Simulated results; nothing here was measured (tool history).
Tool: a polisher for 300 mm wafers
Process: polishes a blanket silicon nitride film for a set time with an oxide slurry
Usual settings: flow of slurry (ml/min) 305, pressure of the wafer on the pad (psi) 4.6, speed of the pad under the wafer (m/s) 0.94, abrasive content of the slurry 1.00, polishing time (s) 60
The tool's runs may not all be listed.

run	hour	flow of slurry (ml/min)	pressure of the wafer on the pad (psi)	speed of the pad under the wafer (m/s)	abrasive content of the slurry	polishing time (s)	wafers since the last listed run	wafers polished on this pad	hours since the slurry nozzle was cleaned	hours since the head pressure was calibrated	hours since the slurry blender was calibrated	hours since the conditioning disc was replaced	incoming thickness of the incoming film, nm	film removed (Å)
1	0.0	305	4.6	0.94	1.00	60	0	1468	594.9	623.8	379.3	286.9	547.7	421
# hour 38.3: slurry blender recalibrated
2	53.2	305	4.6	0.94	0.80	60	354	1823	648.1	677.0	14.9	340.1	544.9	394
# hour 62.0: worn pad replaced by a new one
3	91.3	305	4.6	0.94	1.10	60	235	202	686.2	715.1	53.0	378.2	553.8	435
4	118.5	305	4.6	0.94	1.10	60	188	390	713.4	742.3	80.2	405.4	545.0	428
# hour 158.4: conditioning disc replaced and pad reconditioned
# hour 166.0: slurry nozzle cleaned
5	174.5	305	4.6	0.94	1.00	60	366	757	8.5	798.3	136.2	16.1	550.0	414
6	209.8	305	4.6	0.94	1.00	60	244	1001	43.8	833.6	171.5	51.4	548.5	412
7	276.0	305	4.6	0.94	1.00	60	458	1459	110.0	899.8	237.7	117.6	548.4	406
# hour 312.9: worn pad replaced by a new one
8	328.4	305	4.6	0.94	1.00	60	334	107	162.4	952.2	290.1	170.0	542.5	418
9	353.9	305	4.6	0.94	0.90	60	176	283	187.9	977.7	315.6	195.5	542.7	402
10	422.2	305	4.6	0.94	0.90	60	472	756	256.2	1046.0	383.9	263.8	539.7	401
11	456.8	305	4.6	0.72	1.00	60	239	995	290.8	1080.6	418.5	298.4	558.8	335
12	510.5	220	4.6	0.94	1.30	60	371	1367	344.5	1134.3	472.2	352.1	544.6	433
# hour 541.2: slurry blender recalibrated
13	552.0	275	4.6	0.74	0.75	76	273	1640	386.0	1175.8	10.8	393.6	550.5	396
# hour 577.7: head pressure recalibrated
# hour 582.0: worn pad replaced by a new one
14	583.3	275	3.3	1.18	1.00	71	175	9	417.3	5.6	42.1	424.9	541.1	413
# hour 604.5: conditioning disc replaced and pad reconditioned
15	643.9	305	4.6	0.94	1.00	60	405	414	477.9	66.2	102.7	39.4	548.5	408
16	675.1	305	4.6	0.94	1.00	60	215	630	509.1	97.4	133.9	70.6	543.7	416
17	747.0	305	4.6	1.20	0.90	60	497	1128	581.0	169.3	205.8	142.5	560.0	496
18	789.5	305	4.6	0.94	1.00	60	294	1422	623.5	211.8	248.3	185.0	538.7	418
19	837.8	305	4.6	0.94	1.00	60	334	1756	671.8	260.1	296.6	233.3	555.8	414
# hour 882.1: worn pad replaced by a new one
20	892.5	305	5.8	0.84	1.00	51	350	72	726.5	314.8	351.3	288.0	553.5	412
# hour 895.7: slurry nozzle cleaned
21	930.5	255	4.2	1.26	1.00	67	256	328	34.8	352.8	389.3	326.0	546.7	520
# hour 955.5: conditioning disc replaced and pad reconditioned
22	978.4	370	4.6	0.94	1.00	60	317	645	82.7	400.7	437.2	22.9	553.8	422
# hour 993.4: slurry blender recalibrated
23	1046.0	305	4.6	0.94	1.25	44	453	1099	150.3	468.3	52.6	90.5	552.3	330
24	1098.4	305	4.6	1.10	1.00	60	362	1462	202.7	520.7	105.0	142.9	551.1	472
# hour 1132.0: worn pad replaced by a new one
25	1152.7	255	4.6	1.20	0.90	46	348	143	257.0	575.0	159.3	197.2	548.0	373
26	1210.3	220	4.6	0.94	1.30	60	398	541	314.6	632.6	216.9	254.8	554.5	435

Run-by-run hidden state of the tool:
removal rate lost through wear of the pad, %: 0, the same for each run
slurry flow missing at the pad, %: 0, the same for each run
deviation of the head's pressure from its setpoint, %: 0, the same for each run
abrasive missing from the slurry, %: 0, the same for each run
time polished since the conditioner stopped cutting, s: 0, the same for each run

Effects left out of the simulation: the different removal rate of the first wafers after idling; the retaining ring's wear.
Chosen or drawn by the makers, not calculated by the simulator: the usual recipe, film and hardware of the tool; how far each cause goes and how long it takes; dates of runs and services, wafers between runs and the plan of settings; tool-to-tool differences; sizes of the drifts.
